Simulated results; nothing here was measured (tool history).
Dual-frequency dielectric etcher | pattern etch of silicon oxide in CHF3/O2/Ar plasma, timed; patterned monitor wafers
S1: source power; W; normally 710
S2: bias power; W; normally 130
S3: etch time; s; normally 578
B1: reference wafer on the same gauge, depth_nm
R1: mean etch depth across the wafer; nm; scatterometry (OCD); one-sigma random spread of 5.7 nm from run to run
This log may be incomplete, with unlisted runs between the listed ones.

Run 1, day 0: usual settings but S1 770 W; B1 835.4. Result: R1 1007.4 nm.
Run 2, day 3.142: usual settings but S1 770 W; B1 837.3. Result: R1 997.8 nm.
Run 3, day 4.821: usual settings but S1 770 W; B1 837.3. Result: R1 1013 nm.
Run 4, day 9: usual settings but S1 830 W; B1 836.7. Result: R1 1039.7 nm.
Run 5, day 13.412: usual settings but S1 830 W; B1 837.4. Result: R1 1040.1 nm.
At day 18.475: wet clean of the chamber.
Run 6, day 18.496: usual settings but S3 521 s; B1 837.1. Result: R1 878.6 nm.
Run 7, day 21.625: usual settings but S3 521 s; B1 836.3. Result: R1 880.2 nm.
Run 8, day 23.546: usual settings but S1 820 W; B1 837.2. Result: R1 1040.1 nm.
Run 9, day 25.221: usual settings but S1 820 W; B1 836.8. Result: R1 1027 nm.
Run 10, day 28.646: usual settings; B1 835.6. Result: R1 973.8 nm.
At day 30.967: source power generator calibrated.
Run 11, day 32.362: usual settings; B1 836.3. Result: R1 972.9 nm.
Run 12, day 34.95: usual settings; B1 836.3. Result: R1 974.6 nm.
At day 42.854: wet clean of the chamber.
At day 45.279: bias power generator calibrated.
Run 13, day 47.696: usual settings but S1 600 W; B1 837.5. Result: R1 909.9 nm.
Run 14, day 52.012: usual settings; B1 836.4. Result: R1 982.7 nm.
Run 15, day 54.075: usual settings but S1 800 W, S2 116 W, S3 638.5 s; B1 837.3. Result: R1 1089.4 nm.
At day 56.292: upper electrode replaced.
Run 16, day 57.7: usual settings but S1 840 W, S2 157 W, S3 650.5 s; B1 836.7. Result: R1 1273 nm.
At day 60.638: gauge calibrated.
Run 17, day 61.988: usual settings but S2 113 W, S3 491 s; B1 837.7. Result: R1 776.7 nm.
Run 18, day 66.167: usual settings but S1 780 W, S2 140 W, S3 717 s; B1 836.8. Result: R1 1300.2 nm.
Run 19, day 67.7: usual settings but S1 800 W, S2 141 W, S3 665.5 s; B1 837.8. Result: R1 1224.3 nm.
At day 69.612: wet clean of the chamber.
Run 20, day 71.783: usual settings but S1 560 W, S2 151 W, S3 736 s; B1 837.9. Result: R1 1217.1 nm.
Run 21, day 76.188: usual settings; B1 836.7. Result: R1 979 nm.
Run 22, day 78.329: usual settings but S2 161 W; B1 837.3. Result: R1 1075 nm.
Run 23, day 80.012: usual settings but S1 860 W; B1 837.5. Result: R1 1068.4 nm.
Run 24, day 84.438: usual settings; B1 838.1. Result: R1 978 nm.
Run 25, day 90.442: usual settings but S1 620 W, S2 100 W, S3 516.5 s; B1 836.6. Result: R1 743.1 nm.
At day 91.617: wet clean of the chamber.
Run 26, day 92.962: usual settings but S1 580 W, S2 142 W, S3 482 s; B1 837.1. Result: R1 786.4 nm.
Run 27, day 94.767: usual settings but S1 570 W, S2 109 W; B1 837.8. Result: R1 836 nm.

Run-by-run hidden state of the tool:
etch rate over this chamber's usual, %: 0 at every run
source power that arrives over what is set, %: 0 at every run
bias power that arrives over what is set, %: 0 at every run
gauge reads high (%): 0 at every run
